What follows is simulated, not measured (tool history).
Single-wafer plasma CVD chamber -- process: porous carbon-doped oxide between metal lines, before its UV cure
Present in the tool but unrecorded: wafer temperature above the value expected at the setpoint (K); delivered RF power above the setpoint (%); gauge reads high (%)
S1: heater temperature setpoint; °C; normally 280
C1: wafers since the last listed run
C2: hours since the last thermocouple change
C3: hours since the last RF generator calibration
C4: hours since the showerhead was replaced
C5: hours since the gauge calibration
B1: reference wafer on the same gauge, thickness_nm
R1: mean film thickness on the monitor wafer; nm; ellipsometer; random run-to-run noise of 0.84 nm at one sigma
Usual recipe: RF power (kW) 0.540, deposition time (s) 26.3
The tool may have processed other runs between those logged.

{"run": 1, "hour": 0.0, "S1": 280, "RF power (kW)": 0.49, "deposition time (s)": 23.3, "C1": 0, "C2": 1126.9, "C3": 1817.7, "C4": 7273.7, "C5": 457.8, "B1": 173.908, "R1": 123.378}
{"run": 2, "hour": 78.5, "S1": 280, "RF power (kW)": 0.49, "deposition time (s)": 23.3, "C1": 1262, "C2": 1205.4, "C3": 1896.2, "C4": 7352.2, "C5": 536.3, "B1": 173.668, "R1": 123.351}
{"run": 3, "hour": 133.3, "S1": 280, "RF power (kW)": 0.49, "deposition time (s)": 23.3, "C1": 881, "C2": 1260.2, "C3": 1951.0, "C4": 7407.0, "C5": 591.1, "B1": 173.872, "R1": 123.083}
{"run": 4, "hour": 230.8, "S1": 280, "RF power (kW)": 0.54, "deposition time (s)": 26.3, "C1": 1568, "C2": 1357.7, "C3": 2048.5, "C4": 7504.5, "C5": 688.6, "B1": 174.362, "R1": 146.022}
{"hour": 441.2, "done": "gauge calibrated"}
{"run": 5, "hour": 483.3, "S1": 280, "RF power (kW)": 0.54, "deposition time (s)": 26.3, "C1": 4061, "C2": 1610.2, "C3": 2301.0, "C4": 7757.0, "C5": 42.1, "B1": 173.915, "R1": 144.689}
{"run": 6, "hour": 541.2, "S1": 280, "RF power (kW)": 0.54, "deposition time (s)": 26.3, "C1": 931, "C2": 1668.1, "C3": 2358.9, "C4": 7814.9, "C5": 100.0, "B1": 174.297, "R1": 144.701}
{"run": 7, "hour": 611.0, "S1": 280, "RF power (kW)": 0.54, "deposition time (s)": 26.3, "C1": 1122, "C2": 1737.9, "C3": 2428.7, "C4": 7884.7, "C5": 169.8, "B1": 174.089, "R1": 143.53}
{"hour": 762.6, "done": "showerhead replaced"}
{"run": 8, "hour": 822.6, "S1": 275, "RF power (kW)": 0.45, "deposition time (s)": 26.3, "C1": 3274, "C2": 1949.5, "C3": 2640.3, "C4": 60.0, "C5": 381.4, "B1": 173.884, "R1": 130.553}
{"hour": 902.2, "done": "thermocouple changed; heater temperature recalibrated"}
{"run": 9, "hour": 905.7, "S1": 280, "RF power (kW)": 0.54, "deposition time (s)": 26.3, "C1": 1207, "C2": 3.5, "C3": 2723.4, "C4": 143.1, "C5": 464.5, "B1": 174.338, "R1": 142.221}
{"hour": 940.3, "done": "RF generator calibrated"}
{"run": 10, "hour": 991.9, "S1": 280, "RF power (kW)": 0.54, "deposition time (s)": 26.3, "C1": 1257, "C2": 89.7, "C3": 51.6, "C4": 229.3, "C5": 550.7, "B1": 174.005, "R1": 153.229}
{"run": 11, "hour": 1033.9, "S1": 275, "RF power (kW)": 0.54, "deposition time (s)": 22.4, "C1": 675, "C2": 131.7, "C3": 93.6, "C4": 271.3, "C5": 592.7, "B1": 173.929, "R1": 134.964}
{"run": 12, "hour": 1084.9, "S1": 268, "RF power (kW)": 0.5, "deposition time (s)": 24.6, "C1": 820, "C2": 182.7, "C3": 144.6, "C4": 322.3, "C5": 643.7, "B1": 174.549, "R1": 149.036}
{"run": 13, "hour": 1183.5, "S1": 288, "RF power (kW)": 0.6, "deposition time (s)": 21.6, "C1": 1585, "C2": 281.3, "C3": 243.2, "C4": 420.9, "C5": 742.3, "B1": 173.787, "R1": 127.239}
{"run": 14, "hour": 1289.8, "S1": 280, "RF power (kW)": 0.54, "deposition time (s)": 26.3, "C1": 1709, "C2": 387.6, "C3": 349.5, "C4": 527.2, "C5": 848.6, "B1": 174.164, "R1": 152.74}

3 options for the next run, each taken on its own from the tool as it stands now. Forecast them:
{"run": "A", "hour": 1290.2, "S1": 280, "RF power (kW)": 0.54, "deposition time (s)": 26.3, "C1": 6, "C2": 388.0, "C3": 349.9, "C4": 527.6, "C5": 849.0, "B1": "?", "R1": "?"}
{"run": "B", "hour": 1290.2, "S1": 271, "RF power (kW)": 0.495, "deposition time (s)": 30.7, "C1": 6, "C2": 388.0, "C3": 349.9, "C4": 527.6, "C5": 849.0, "B1": "?", "R1": "?"}
{"run": "C", "hour": 1290.2, "S1": 292, "RF power (kW)": 0.51, "deposition time (s)": 29.0, "C1": 6, "C2": 388.0, "C3": 349.9, "C4": 527.6, "C5": 849.0, "B1": "?", "R1": "?"}

run=A B1=174.210 R1=151.997
run=B B1=174.210 R1=177.861
run=C B1=174.210 R1=149.099
Take away the tool's hidden state, keep each run's random variation, and the runs would have read:
run=A R1=152.946
run=B R1=178.988
run=C R1=150.029

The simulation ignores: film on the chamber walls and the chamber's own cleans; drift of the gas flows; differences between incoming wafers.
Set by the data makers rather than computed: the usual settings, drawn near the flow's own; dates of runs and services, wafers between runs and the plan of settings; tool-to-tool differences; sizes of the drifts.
